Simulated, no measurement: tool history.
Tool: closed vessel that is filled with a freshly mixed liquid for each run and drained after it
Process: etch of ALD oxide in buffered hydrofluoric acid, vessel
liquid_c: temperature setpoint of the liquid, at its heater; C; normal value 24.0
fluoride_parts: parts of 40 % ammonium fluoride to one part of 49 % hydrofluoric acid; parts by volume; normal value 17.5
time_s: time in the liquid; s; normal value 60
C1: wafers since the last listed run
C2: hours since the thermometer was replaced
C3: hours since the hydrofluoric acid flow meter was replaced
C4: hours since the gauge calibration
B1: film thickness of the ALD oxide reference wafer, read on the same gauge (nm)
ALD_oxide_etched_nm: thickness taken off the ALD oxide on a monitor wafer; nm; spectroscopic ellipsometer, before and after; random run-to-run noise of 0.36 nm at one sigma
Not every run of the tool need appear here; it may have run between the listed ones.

{"run": 1, "day": 0.0, "liquid_c": 26.0, "fluoride_parts": 17.5, "time_s": 50, "C1": 0, "C2": 40.9, "C3": 673.6, "C4": 1644.4, "B1": 89.99, "ALD_oxide_etched_nm": 78.75}
{"day": 0.983, "done": "hydrofluoric acid flow meter replaced"}
{"run": 2, "day": 3.55, "liquid_c": 24.0, "fluoride_parts": 17.5, "time_s": 60, "C1": 7020, "C2": 126.1, "C3": 61.6, "C4": 1729.6, "B1": 90.01, "ALD_oxide_etched_nm": 88.25}
{"run": 3, "day": 7.888, "liquid_c": 24.0, "fluoride_parts": 14.5, "time_s": 60, "C1": 8679, "C2": 230.2, "C3": 165.7, "C4": 1833.7, "B1": 90.03, "ALD_oxide_etched_nm": 106.02}
{"run": 4, "day": 9.667, "liquid_c": 24.0, "fluoride_parts": 14.5, "time_s": 60, "C1": 3560, "C2": 272.9, "C3": 208.4, "C4": 1876.4, "B1": 89.99, "ALD_oxide_etched_nm": 104.94}
{"run": 5, "day": 14.062, "liquid_c": 24.0, "fluoride_parts": 14.5, "time_s": 60, "C1": 8795, "C2": 378.4, "C3": 313.9, "C4": 1981.9, "B1": 89.98, "ALD_oxide_etched_nm": 105.11}
{"run": 6, "day": 27.2, "liquid_c": 24.0, "fluoride_parts": 17.5, "time_s": 60, "C1": 26287, "C2": 693.7, "C3": 629.2, "C4": 2297.2, "B1": 89.99, "ALD_oxide_etched_nm": 84.65}
{"day": 27.333, "done": "thermometer replaced"}
{"day": 29.892, "done": "hydrofluoric acid flow meter replaced"}
{"run": 7, "day": 30.738, "liquid_c": 24.0, "fluoride_parts": 17.5, "time_s": 60, "C1": 6911, "C2": 81.7, "C3": 20.3, "C4": 2382.1, "B1": 89.99, "ALD_oxide_etched_nm": 89.1}
{"run": 8, "day": 34.079, "liquid_c": 24.0, "fluoride_parts": 17.5, "time_s": 60, "C1": 6686, "C2": 161.9, "C3": 100.5, "C4": 2462.3, "B1": 90.0, "ALD_oxide_etched_nm": 88.49}
{"run": 9, "day": 37.125, "liquid_c": 24.0, "fluoride_parts": 17.5, "time_s": 60, "C1": 6094, "C2": 235.0, "C3": 173.6, "C4": 2535.4, "B1": 89.98, "ALD_oxide_etched_nm": 88.13}
{"run": 10, "day": 41.479, "liquid_c": 24.0, "fluoride_parts": 17.5, "time_s": 60, "C1": 8712, "C2": 339.5, "C3": 278.1, "C4": 2639.9, "B1": 90.0, "ALD_oxide_etched_nm": 87.42}
{"run": 11, "day": 45.7, "liquid_c": 24.0, "fluoride_parts": 17.5, "time_s": 60, "C1": 8445, "C2": 440.8, "C3": 379.4, "C4": 2741.2, "B1": 89.98, "ALD_oxide_etched_nm": 86.49}
{"run": 12, "day": 47.646, "liquid_c": 24.0, "fluoride_parts": 17.5, "time_s": 60, "C1": 3893, "C2": 487.5, "C3": 426.1, "C4": 2787.9, "B1": 90.02, "ALD_oxide_etched_nm": 85.78}
{"run": 13, "day": 51.817, "liquid_c": 24.0, "fluoride_parts": 17.5, "time_s": 60, "C1": 8345, "C2": 587.6, "C3": 526.2, "C4": 2888.0, "B1": 90.01, "ALD_oxide_etched_nm": 85.54}
{"day": 54.15, "done": "thermometer replaced"}
{"run": 14, "day": 55.058, "liquid_c": 24.0, "fluoride_parts": 17.5, "time_s": 60, "C1": 6403, "C2": 21.8, "C3": 604.0, "C4": 2965.8, "B1": 90.01, "ALD_oxide_etched_nm": 84.48}
{"day": 57.112, "done": "hydrofluoric acid flow meter replaced"}
{"run": 15, "day": 57.825, "liquid_c": 24.0, "fluoride_parts": 17.5, "time_s": 60, "C1": 5452, "C2": 88.2, "C3": 17.1, "C4": 3032.2, "B1": 90.0, "ALD_oxide_etched_nm": 89.66}
{"run": 16, "day": 60.133, "liquid_c": 28.0, "fluoride_parts": 24.0, "time_s": 85, "C1": 4618, "C2": 143.6, "C3": 72.5, "C4": 3087.6, "B1": 89.99, "ALD_oxide_etched_nm": 121.57}
{"run": 17, "day": 63.992, "liquid_c": 28.0, "fluoride_parts": 17.5, "time_s": 60, "C1": 7720, "C2": 236.2, "C3": 165.1, "C4": 3180.2, "B1": 89.98, "ALD_oxide_etched_nm": 109.71}
{"run": 18, "day": 66.762, "liquid_c": 28.0, "fluoride_parts": 24.0, "time_s": 85, "C1": 5544, "C2": 302.7, "C3": 231.6, "C4": 3246.7, "B1": 89.98, "ALD_oxide_etched_nm": 120.28}
{"run": 19, "day": 68.367, "liquid_c": 26.0, "fluoride_parts": 19.5, "time_s": 50, "C1": 3209, "C2": 341.2, "C3": 270.1, "C4": 3285.2, "B1": 90.0, "ALD_oxide_etched_nm": 73.5}
{"run": 20, "day": 72.396, "liquid_c": 25.5, "fluoride_parts": 17.5, "time_s": 50, "C1": 8062, "C2": 437.9, "C3": 366.8, "C4": 3381.9, "B1": 89.99, "ALD_oxide_etched_nm": 78.33}
{"run": 21, "day": 74.004, "liquid_c": 26.5, "fluoride_parts": 21.5, "time_s": 90, "C1": 3218, "C2": 476.5, "C3": 405.4, "C4": 3420.5, "B1": 90.02, "ALD_oxide_etched_nm": 124.99}
{"run": 22, "day": 78.125, "liquid_c": 24.0, "fluoride_parts": 17.5, "time_s": 30, "C1": 8245, "C2": 575.4, "C3": 504.3, "C4": 3519.4, "B1": 89.97, "ALD_oxide_etched_nm": 42.79}
{"run": 23, "day": 81.146, "liquid_c": 24.0, "fluoride_parts": 17.5, "time_s": 60, "C1": 6044, "C2": 647.9, "C3": 576.8, "C4": 3591.9, "B1": 89.99, "ALD_oxide_etched_nm": 85.23}
{"day": 81.454, "done": "gauge calibrated"}
{"run": 24, "day": 82.842, "liquid_c": 24.0, "fluoride_parts": 17.5, "time_s": 60, "C1": 3393, "C2": 688.6, "C3": 617.5, "C4": 33.3, "B1": 89.99, "ALD_oxide_etched_nm": 85.45}
{"day": 84.792, "done": "hydrofluoric acid flow meter replaced"}
{"day": 86.533, "done": "thermometer replaced"}
{"run": 25, "day": 86.575, "liquid_c": 24.0, "fluoride_parts": 17.5, "time_s": 35, "C1": 7303, "C2": 1.0, "C3": 42.8, "C4": 122.9, "B1": 90.0, "ALD_oxide_etched_nm": 51.6}
{"run": 26, "day": 88.638, "liquid_c": 28.0, "fluoride_parts": 19.5, "time_s": 60, "C1": 4127, "C2": 50.5, "C3": 92.3, "C4": 172.4, "B1": 90.0, "ALD_oxide_etched_nm": 99.08}
{"run": 27, "day": 92.362, "liquid_c": 27.0, "fluoride_parts": 10.5, "time_s": 35, "C1": 7453, "C2": 139.9, "C3": 181.7, "C4": 261.8, "B1": 89.98, "ALD_oxide_etched_nm": 99.51}
{"run": 28, "day": 94.192, "liquid_c": 24.0, "fluoride_parts": 17.5, "time_s": 60, "C1": 3660, "C2": 183.8, "C3": 225.6, "C4": 305.7, "B1": 89.98, "ALD_oxide_etched_nm": 87.83}
{"run": 29, "day": 95.929, "liquid_c": 20.5, "fluoride_parts": 17.5, "time_s": 60, "C1": 3476, "C2": 225.5, "C3": 267.3, "C4": 347.4, "B1": 90.03, "ALD_oxide_etched_nm": 71.98}
{"run": 30, "day": 99.729, "liquid_c": 24.0, "fluoride_parts": 17.5, "time_s": 60, "C1": 7603, "C2": 316.7, "C3": 358.5, "C4": 438.6, "B1": 90.01, "ALD_oxide_etched_nm": 86.96}
{"run": 31, "day": 103.075, "liquid_c": 26.0, "fluoride_parts": 17.5, "time_s": 35, "C1": 6694, "C2": 397.0, "C3": 438.8, "C4": 518.9, "B1": 90.01, "ALD_oxide_etched_nm": 56.27}
{"run": 32, "day": 107.467, "liquid_c": 24.0, "fluoride_parts": 12.5, "time_s": 85, "C1": 8787, "C2": 502.4, "C3": 544.2, "C4": 624.3, "B1": 90.0, "ALD_oxide_etched_nm": 167.81}
{"run": 33, "day": 111.454, "liquid_c": 28.5, "fluoride_parts": 22.5, "time_s": 35, "C1": 7978, "C2": 598.1, "C3": 639.9, "C4": 720.0, "B1": 90.02, "ALD_oxide_etched_nm": 51.48}
{"run": 34, "day": 113.95, "liquid_c": 24.0, "fluoride_parts": 17.5, "time_s": 60, "C1": 4994, "C2": 658.0, "C3": 699.8, "C4": 779.9, "B1": 90.01, "ALD_oxide_etched_nm": 83.96}

Consider 4 possible next runs. They are alternatives, not a sequence: every one starts from the tool as it was left by run 34. What does each give?
{"run": "A", "day": 113.979, "liquid_c": 27.0, "fluoride_parts": 17.5, "time_s": 60, "C1": 58, "C2": 658.7, "C3": 700.5, "C4": 780.6, "B1": "?", "ALD_oxide_etched_nm": "?"}
{"run": "B", "day": 113.979, "liquid_c": 24.0, "fluoride_parts": 22.5, "time_s": 90, "C1": 58, "C2": 658.7, "C3": 700.5, "C4": 780.6, "B1": "?", "ALD_oxide_etched_nm": "?"}
{"run": "C", "day": 113.979, "liquid_c": 24.0, "fluoride_parts": 17.5, "time_s": 90, "C1": 58, "C2": 658.7, "C3": 700.5, "C4": 780.6, "B1": "?", "ALD_oxide_etched_nm": "?"}
{"run": "D", "day": 113.979, "liquid_c": 27.5, "fluoride_parts": 11.5, "time_s": 95, "C1": 58, "C2": 658.7, "C3": 700.5, "C4": 780.6, "B1": "?", "ALD_oxide_etched_nm": "?"}

run=A B1=90.01 ALD_oxide_etched_nm=99.21
run=B B1=90.01 ALD_oxide_etched_nm=104.11
run=C B1=90.01 ALD_oxide_etched_nm=126.49
run=D B1=90.01 ALD_oxide_etched_nm=243.61
Without the tool's hidden state the same runs would have given:
run=A ALD_oxide_etched_nm=105.32
run=B ALD_oxide_etched_nm=108.56
run=C ALD_oxide_etched_nm=134.29
run=D ALD_oxide_etched_nm=258.46

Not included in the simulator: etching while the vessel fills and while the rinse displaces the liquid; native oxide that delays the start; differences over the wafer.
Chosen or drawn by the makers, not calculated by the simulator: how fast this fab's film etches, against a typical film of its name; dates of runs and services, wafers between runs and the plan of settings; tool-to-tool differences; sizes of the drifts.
